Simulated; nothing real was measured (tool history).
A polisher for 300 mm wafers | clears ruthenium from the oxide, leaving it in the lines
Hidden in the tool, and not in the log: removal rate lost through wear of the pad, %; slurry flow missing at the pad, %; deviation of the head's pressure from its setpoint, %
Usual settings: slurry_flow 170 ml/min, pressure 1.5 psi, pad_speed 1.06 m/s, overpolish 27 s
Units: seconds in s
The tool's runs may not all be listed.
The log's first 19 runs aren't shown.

run,day,slurry_flow,pressure,pad_speed,overpolish,wafers since the last listed run,wafers polished on this pad,hours since the slurry nozzle was cleaned,hours since the head pressure was calibrated,"incoming thickness of the incoming film, nm",seconds
20,38.762,170,1.7,0.88,27,130,611,241.1,794.6,110.5,140.4
# day 39.688: head pressure recalibrated
21,40.558,170,1.5,1.06,27,200,811,284.2,20.9,109.0,123.9
22,41.675,200,1.2,1.06,36,130,941,311.0,47.7,110.4,141.9
23,43.750,195,1.3,0.86,27,242,1184,360.8,97.5,111.2,163.3
24,45.938,170,1.5,1.06,35,255,1440,413.3,150.0,109.3,123.3
25,48.729,170,1.5,1.34,27,326,1766,480.3,217.0,108.5,97.1
# day 48.900: slurry nozzle cleaned
26,50.083,170,1.3,0.94,39,153,1920,28.4,249.5,109.0,149.2
27,52.442,170,1.5,1.06,27,275,2195,85.0,306.1,110.3,126.3
# day 52.712: worn pad replaced by a new one
28,57.746,230,2.0,1.18,27,600,588,212.3,433.4,109.4,89.6
29,59.946,170,1.3,1.06,27,257,845,265.1,486.2,111.8,139.3
30,61.342,205,1.5,1.06,27,163,1008,298.6,519.7,112.5,122.0
31,63.408,170,1.5,1.06,27,241,1250,348.2,569.3,109.0,126.9
32,65.146,230,1.5,1.06,27,203,1453,389.9,611.0,109.9,120.0
# day 65.633: slurry nozzle cleaned
33,68.029,135,1.9,1.24,11,332,1785,57.5,680.2,110.2,98.7
34,70.225,195,1.3,0.86,27,256,2042,110.2,732.9,109.1,160.8
35,72.888,130,1.0,0.94,43,311,2353,174.1,796.8,110.4,182.0
# day 74.167: worn pad replaced by a new one
36,75.650,170,1.1,1.30,21,303,173,240.4,863.1,110.3,121.9

Forecast each of these 5 alternatives for the next run:
A,75.671,170,1.5,0.86,27,2,175,240.9,863.6,111.2,?
B,75.671,125,1.5,1.06,27,2,175,240.9,863.6,111.2,?
C,75.671,215,1.5,1.06,33,2,175,240.9,863.6,111.2,?
D,75.671,210,1.9,0.78,20,2,175,240.9,863.6,111.2,?
E,75.671,170,1.5,1.06,33,2,175,240.9,863.6,111.2,?

run,seconds
A,151.2
B,132.4
C,121.6
D,137.9
E,125.6
Without the tool's hidden state the same runs would have given:
run,seconds
A,151.2
B,132.4
C,121.6
D,137.9
E,125.6
